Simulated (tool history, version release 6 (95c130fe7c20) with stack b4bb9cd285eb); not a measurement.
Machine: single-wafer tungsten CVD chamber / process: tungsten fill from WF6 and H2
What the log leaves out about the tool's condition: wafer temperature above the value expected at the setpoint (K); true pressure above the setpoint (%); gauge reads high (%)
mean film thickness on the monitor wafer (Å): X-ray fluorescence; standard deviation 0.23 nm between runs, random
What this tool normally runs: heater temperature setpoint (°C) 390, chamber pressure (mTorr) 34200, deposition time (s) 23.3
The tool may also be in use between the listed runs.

run   hour  heater temperature setpoint (°C)  chamber pressure (mTorr)  deposition time (s)  wafers since the last listed run  hours since the last thermocouple change  hours since the last manometer calibration  hours since the showerhead was replaced  hours since the gauge calibration  read-back reference wafer on the same gauge, thickness_nm  mean film thickness on the monitor wafer (Å)
  1    0.0                               390                     34200                 23.3                                 0                                    1678.4                                      2490.1                                   3547.4                              154.4                                                     53.700                                        513.59
       3.2  -- gauge calibrated
  2    7.9                               390                     34200                 23.3                               141                                    1686.3                                      2498.0                                   3555.3                                4.7                                                     53.693                                        511.70
  3   20.5                               390                     34200                 23.3                               225                                    1698.9                                      2510.6                                   3567.9                               17.3                                                     53.769                                        515.33
  4   56.3                               390                     34200                 23.3                               640                                    1734.7                                      2546.4                                   3603.7                               53.1                                                     53.709                                        510.97
  5   71.9                               402                     28800                 23.3                               278                                    1750.3                                      2562.0                                   3619.3                               68.7                                                     53.745                                        592.02
      88.8  -- showerhead replaced
  6   89.3                               390                     34200                 23.3                               168                                    1767.7                                      2579.4                                      0.5                               86.1                                                     53.762                                        507.64
  7   97.8                               390                     34200                 23.3                               152                                    1776.2                                      2587.9                                      9.0                               94.6                                                     53.675                                        511.13
     113.8  -- capacitance manometer re-zeroed and calibrated
  8  114.3                               390                     34200                 23.3                               152                                    1792.7                                         0.5                                     25.5                              111.1                                                     53.662                                        507.03
  9  124.5                               397                     31900                 23.3                               182                                    1802.9                                        10.7                                     35.7                              121.3                                                     53.696                                        567.35
     143.6  -- thermocouple changed; heater temperature recalibrated
 10  144.1                               390                     27000                 23.3                               207                                       0.5                                        30.3                                     55.3                              140.9                                                     53.688                                        500.28
 11  149.1                               394                     37900                 23.3                                89                                       5.5                                        35.3                                     60.3                              145.9                                                     53.764                                        681.65
     157.6  -- gauge calibrated
 12  170.5                               390                     34200                 23.3                               382                                      26.9                                        56.7                                     81.7                               12.9                                                     53.803                                        585.84
 13  185.3                               386                     26300                 20.9                               264                                      41.7                                        71.5                                     96.5                               27.7                                                     53.681                                        400.09
 14  192.4                               394                     28900                 23.3                               126                                      48.8                                        78.6                                    103.6                               34.8                                                     53.735                                        568.09
 15  203.3                               384                     30200                 25.0                               194                                      59.7                                        89.5                                    114.5                               45.7                                                     53.777                                        501.73
 16  210.3                               390                     34200                 23.3                               125                                      66.7                                        96.5                                    121.5                               52.7                                                     53.737                                        577.60
 17  225.9                               401                     38800                 19.5                               278                                      82.3                                       112.1                                    137.1                               68.3                                                     53.740                                        663.86
 18  234.6                               390                     34200                 23.3                               155                                      91.0                                       120.8                                    145.8                               77.0                                                     53.677                                        580.44

What differs in the tool's unlogged condition from the final listed run ahead of each entry between runs to the first listed run following it?
Run 1 -> run 2: gauge calibrated (hour 3.2)
  wafer temperature above the value expected at the setpoint (K): -6.38 -> -6.4
  the result without the hidden state subtracted from the measured one, mean film thickness on the monitor wafer (Å): -79.30 -> -79.41
Run 5 -> run 6: showerhead replaced (hour 88.8)
  wafer temperature above the value expected at the setpoint (K): -6.64 -> -6.71
  the result without the hidden state subtracted from the measured one, mean film thickness on the monitor wafer (Å): -87.58 -> -82.84
Run 7 -> run 8: capacitance manometer re-zeroed and calibrated (hour 113.8)
  wafer temperature above the value expected at the setpoint (K): -6.74 -> -6.8
  the result without the hidden state subtracted from the measured one, mean film thickness on the monitor wafer (Å): -83.84 -> -83.99
Run 9 -> run 10: thermocouple changed; heater temperature recalibrated (hour 143.6)
  wafer temperature above the value expected at the setpoint (K): -6.84 -> -0.619
  the result without the hidden state subtracted from the measured one, mean film thickness on the monitor wafer (Å): -89.89 -> -6.95
Run 11 -> run 12: gauge calibrated (hour 157.6)
  wafer temperature above the value expected at the setpoint (K): -0.637 -> -0.717
  the result without the hidden state subtracted from the measured one, mean film thickness on the monitor wafer (Å): -9.40 -> -9.44
